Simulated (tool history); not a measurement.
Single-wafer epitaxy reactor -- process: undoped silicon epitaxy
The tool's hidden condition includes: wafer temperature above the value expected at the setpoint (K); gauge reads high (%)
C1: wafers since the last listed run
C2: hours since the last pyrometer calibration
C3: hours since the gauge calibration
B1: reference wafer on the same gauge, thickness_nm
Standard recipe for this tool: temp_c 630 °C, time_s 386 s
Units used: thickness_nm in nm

{"run": 1, "hour": 0.0, "temp_c": 630, "time_s": 386, "C1": 0, "C2": 405.9, "C3": 325.8, "B1": 41.897, "thickness_nm": 43.159}
{"run": 2, "hour": 29.3, "temp_c": 630, "time_s": 386, "C1": 108, "C2": 435.2, "C3": 355.1, "B1": 41.902, "thickness_nm": 43.233}
{"run": 3, "hour": 49.2, "temp_c": 630, "time_s": 386, "C1": 73, "C2": 455.1, "C3": 375, "B1": 41.905, "thickness_nm": 43.442}
{"run": 4, "hour": 62.8, "temp_c": 630, "time_s": 350, "C1": 50, "C2": 468.7, "C3": 388.6, "B1": 41.92, "thickness_nm": 39.48}
{"run": 5, "hour": 92.0, "temp_c": 641, "time_s": 386, "C1": 108, "C2": 497.9, "C3": 417.8, "B1": 41.84, "thickness_nm": 53.996}
{"run": 6, "hour": 124.8, "temp_c": 641, "time_s": 386, "C1": 121, "C2": 530.7, "C3": 450.6, "B1": 41.884, "thickness_nm": 53.881}
{"run": 7, "hour": 145.6, "temp_c": 630, "time_s": 386, "C1": 76, "C2": 551.5, "C3": 471.4, "B1": 41.902, "thickness_nm": 43.386}
{"run": 8, "hour": 200.0, "temp_c": 630, "time_s": 386, "C1": 201, "C2": 605.9, "C3": 525.8, "B1": 41.922, "thickness_nm": 44.065}
{"run": 9, "hour": 214.1, "temp_c": 630, "time_s": 386, "C1": 52, "C2": 620, "C3": 539.9, "B1": 41.924, "thickness_nm": 43.909}
{"run": 10, "hour": 233.9, "temp_c": 630, "time_s": 386, "C1": 73, "C2": 639.8, "C3": 559.7, "B1": 41.873, "thickness_nm": 43.931}
{"run": 11, "hour": 256.1, "temp_c": 630, "time_s": 386, "C1": 82, "C2": 662, "C3": 581.9, "B1": 41.881, "thickness_nm": 43.742}
{"run": 12, "hour": 271.9, "temp_c": 630, "time_s": 357, "C1": 58, "C2": 677.8, "C3": 597.7, "B1": 41.896, "thickness_nm": 40.486}
{"run": 13, "hour": 299.6, "temp_c": 630, "time_s": 357, "C1": 102, "C2": 705.5, "C3": 625.4, "B1": 41.885, "thickness_nm": 40.638}
{"run": 14, "hour": 331.6, "temp_c": 630, "time_s": 357, "C1": 118, "C2": 737.5, "C3": 657.4, "B1": 41.867, "thickness_nm": 40.544}
{"run": 15, "hour": 352.6, "temp_c": 630, "time_s": 386, "C1": 77, "C2": 758.5, "C3": 678.4, "B1": 41.877, "thickness_nm": 43.695}
{"run": 16, "hour": 418.7, "temp_c": 630, "time_s": 386, "C1": 244, "C2": 824.6, "C3": 744.5, "B1": 41.901, "thickness_nm": 44.14}
{"hour": 429.0, "done": "gauge calibrated"}
{"run": 17, "hour": 445.9, "temp_c": 630, "time_s": 386, "C1": 100, "C2": 851.8, "C3": 16.9, "B1": 41.876, "thickness_nm": 44.349}
{"run": 18, "hour": 473.8, "temp_c": 630, "time_s": 386, "C1": 103, "C2": 879.7, "C3": 44.8, "B1": 41.928, "thickness_nm": 44.315}
{"run": 19, "hour": 489.3, "temp_c": 630, "time_s": 386, "C1": 57, "C2": 895.2, "C3": 60.3, "B1": 41.929, "thickness_nm": 44.327}
{"run": 20, "hour": 505.1, "temp_c": 630, "time_s": 386, "C1": 58, "C2": 911, "C3": 76.1, "B1": 41.919, "thickness_nm": 44.06}
{"hour": 526.4, "done": "pyrometer calibrated"}
{"run": 21, "hour": 533.2, "temp_c": 622, "time_s": 455, "C1": 74, "C2": 6.8, "C3": 104.2, "B1": 41.907, "thickness_nm": 42.49}
{"run": 22, "hour": 559.7, "temp_c": 630, "time_s": 386, "C1": 98, "C2": 33.3, "C3": 130.7, "B1": 41.916, "thickness_nm": 42.507}
{"run": 23, "hour": 580.6, "temp_c": 640, "time_s": 410, "C1": 77, "C2": 54.2, "C3": 151.6, "B1": 41.946, "thickness_nm": 55.211}
{"run": 24, "hour": 595.9, "temp_c": 630, "time_s": 386, "C1": 56, "C2": 69.5, "C3": 166.9, "B1": 41.879, "thickness_nm": 42.767}
{"run": 25, "hour": 617.0, "temp_c": 622, "time_s": 344, "C1": 78, "C2": 90.6, "C3": 188, "B1": 41.881, "thickness_nm": 32.228}
{"run": 26, "hour": 637.6, "temp_c": 644, "time_s": 442, "C1": 76, "C2": 111.2, "C3": 208.6, "B1": 41.888, "thickness_nm": 64.388}

Run 27 is up next; what results do you expect?
{"run": 27, "hour": 670.0, "temp_c": 630, "time_s": 386, "C1": 119, "C2": 143.6, "C3": 241, "B1": "?", "thickness_nm": "?"}

{"run 27": {"B1": 41.869, "thickness_nm": 43.023}}
With no hidden state in the tool, this same run would have given thickness_nm 42.873 nm.

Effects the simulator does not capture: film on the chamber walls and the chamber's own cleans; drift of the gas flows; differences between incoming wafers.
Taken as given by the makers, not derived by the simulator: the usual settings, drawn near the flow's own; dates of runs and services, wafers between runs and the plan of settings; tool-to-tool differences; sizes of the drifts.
